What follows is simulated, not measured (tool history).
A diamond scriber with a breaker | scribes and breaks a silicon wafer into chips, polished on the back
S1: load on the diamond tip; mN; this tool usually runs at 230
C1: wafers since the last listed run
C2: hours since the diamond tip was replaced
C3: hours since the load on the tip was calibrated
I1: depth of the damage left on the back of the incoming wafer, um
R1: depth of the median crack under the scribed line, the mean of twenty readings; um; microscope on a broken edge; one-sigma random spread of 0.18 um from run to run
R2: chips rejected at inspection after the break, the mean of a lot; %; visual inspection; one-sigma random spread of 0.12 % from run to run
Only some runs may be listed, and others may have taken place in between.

Run 1, day 0: usual settings; C1 0; C2 346.6; C3 1032.5; I1 0.03. Result: R1 9.14 um, R2 2.41 %.
Run 2, day 1.012: usual settings; C1 78; C2 370.9; C3 1056.8; I1 0.03. Result: R1 8.82 um, R2 2.91 %.
Run 3, day 1.271: usual settings; C1 19; C2 377.1; C3 1063; I1 0.03. Result: R1 8.85 um, R2 2.18 %.
Run 4, day 1.954: usual settings; C1 52; C2 393.5; C3 1079.4; I1 0.03. Result: R1 8.89 um, R2 2.53 %.
Run 5, day 2.658: usual settings but S1 182 mN; C1 54; C2 410.4; C3 1096.3; I1 0.04. Result: R1 7.75 um, R2 6.71 %.
Run 6, day 3.246: usual settings but S1 182 mN; C1 45; C2 424.5; C3 1110.4; I1 0.04. Result: R1 7.46 um, R2 6.87 %.
Run 7, day 3.779: usual settings but S1 209 mN; C1 41; C2 437.3; C3 1123.2; I1 0.03. Result: R1 8.34 um, R2 4.06 %.
Run 8, day 4.246: usual settings but S1 209 mN; C1 36; C2 448.5; C3 1134.4; I1 0.04. Result: R1 8.12 um, R2 4.36 %.
Run 9, day 4.883: usual settings; C1 49; C2 463.8; C3 1149.7; I1 0.04. Result: R1 9 um, R2 2.68 %.
Run 10, day 6.004: usual settings; C1 86; C2 490.7; C3 1176.6; I1 0.05. Result: R1 8.57 um, R2 3 %.
Run 11, day 7.483: usual settings; C1 114; C2 526.2; C3 1212.1; I1 0.04. Result: R1 8.86 um, R2 2.85 %.
Run 12, day 8.033: usual settings; C1 42; C2 539.4; C3 1225.3; I1 0.03. Result: R1 8.59 um, R2 2.56 %.
Run 13, day 9.529: usual settings; C1 115; C2 575.3; C3 1261.2; I1 0.03. Result: R1 8.21 um, R2 2.72 %.
Run 14, day 9.838: usual settings but S1 191 mN; C1 23; C2 582.7; C3 1268.6; I1 0.03. Result: R1 7.7 um, R2 6.12 %.
Run 15, day 10.2: usual settings but S1 191 mN; C1 28; C2 591.4; C3 1277.3; I1 0.02. Result: R1 7.75 um, R2 6 %.
Run 16, day 10.571: usual settings; C1 28; C2 600.3; C3 1286.2; I1 0.05. Result: R1 8.48 um, R2 2.32 %.
Run 17, day 11.062: usual settings; C1 38; C2 612.1; C3 1298; I1 0.01. Result: R1 8.5 um, R2 2.82 %.
Run 18, day 11.429: usual settings; C1 28; C2 620.9; C3 1306.8; I1 0.05. Result: R1 8.58 um, R2 2.83 %.
Run 19, day 11.979: usual settings; C1 42; C2 634.1; C3 1320; I1 0.01. Result: R1 8.83 um, R2 3.16 %.
Run 20, day 12.404: usual settings but S1 189 mN; C1 32; C2 644.3; C3 1330.2; I1 0.03. Result: R1 7.46 um, R2 6.5 %.
At day 12.754: load on the tip recalibrated.
Run 21, day 12.983: usual settings but S1 287 mN; C1 38; C2 658.2; C3 5.5; I1 0.04. Result: R1 9.99 um, R2 1.76 %.
Run 22, day 13.375: usual settings but S1 258 mN; C1 30; C2 667.6; C3 14.9; I1 0.05. Result: R1 9.42 um, R2 1.73 %.
At day 13.625: diamond tip replaced by a new one.
Run 23, day 13.654: usual settings but S1 260 mN; C1 15; C2 0.7; C3 21.6; I1 0.05. Result: R1 8.11 um, R2 3.54 %.
Run 24, day 14.296: usual settings; C1 49; C2 16.1; C3 37; I1 0.03. Result: R1 7.76 um, R2 5.76 %.
Run 25, day 14.588: usual settings but S1 163 mN; C1 22; C2 23.1; C3 44; I1 0.02. Result: R1 6.43 um, R2 17.95 %.
Run 26, day 15.538: usual settings; C1 73; C2 45.9; C3 66.8; I1 0.03. Result: R1 7.93 um, R2 6.84 %.
Run 27, day 15.983: usual settings but S1 281 mN; C1 34; C2 56.6; C3 77.5; I1 0.02. Result: R1 8.33 um, R2 2.81 %.
Run 28, day 16.846: usual settings but S1 196 mN; C1 66; C2 77.3; C3 98.2; I1 0.03. Result: R1 6.9 um, R2 13.36 %.
Run 29, day 17.425: usual settings but S1 264 mN; C1 44; C2 91.2; C3 112.1; I1 0.02. Result: R1 8.13 um, R2 4.89 %.
Run 30, day 18.154: usual settings but S1 168 mN; C1 56; C2 108.7; C3 129.6; I1 0.04. Result: R1 6.16 um, R2 18.85 %.
At day 18.396: diamond tip replaced by a new one, repeated, since the last time left the tool worse.
Run 31, day 18.796: usual settings but S1 206 mN; C1 43; C2 9.6; C3 145; I1 0.04. Result: R1 8.8 um, R2 2.13 %.
Run 32, day 19.442: usual settings but S1 289 mN; C1 49; C2 25.1; C3 160.5; I1 0.05. Result: R1 10.7 um, R2 2.66 %.
Run 33, day 19.775: usual settings but S1 261 mN; C1 25; C2 33.1; C3 168.5; I1 0.03. Result: R1 10 um, R2 1.88 %.
Run 34, day 20.308: usual settings but S1 197 mN; C1 41; C2 45.9; C3 181.3; I1 0.02. Result: R1 8.65 um, R2 2.83 %.
Run 35, day 20.892: usual settings; C1 45; C2 59.9; C3 195.3; I1 0.01. Result: R1 9.29 um, R2 1.82 %.
Run 36, day 21.175: usual settings; C1 21; C2 66.7; C3 202.1; I1 0.05. Result: R1 9.3 um, R2 1.95 %.
Run 37, day 21.712: usual settings but S1 290 mN; C1 41; C2 79.6; C3 215; I1 0.02. Result: R1 10.78 um, R2 2.3 %.
Run 38, day 22.288: usual settings but S1 267 mN; C1 44; C2 93.4; C3 228.8; I1 0.02. Result: R1 9.79 um, R2 1.65 %.

What if the next run were any one of these 4? Each begins from the tool's condition after run 38:
Run A, day 22.312: usual settings; C1 1; C2 94; C3 229.4; I1 0.01. Result: R1 ?, R2 ?.
Run B, day 22.312: usual settings but S1 270 mN; C1 1; C2 94; C3 229.4; I1 0.01. Result: R1 ?, R2 ?.
Run C, day 22.312: usual settings but S1 298 mN; C1 1; C2 94; C3 229.4; I1 0.01. Result: R1 ?, R2 ?.
Run D, day 22.312: usual settings but S1 205 mN; C1 1; C2 94; C3 229.4; I1 0.01. Result: R1 ?, R2 ?.

run     R1    R2
  A   9.24  1.67
  B  10.16  1.76
  C  10.77  2.63
  D   8.65  2.58
Had the tool no hidden state, the same runs would have come out as:
run     R1    R2
  A   9.64  1.51
  B  10.59  2.32
  C  11.23  3.62
  D   9.02  1.91
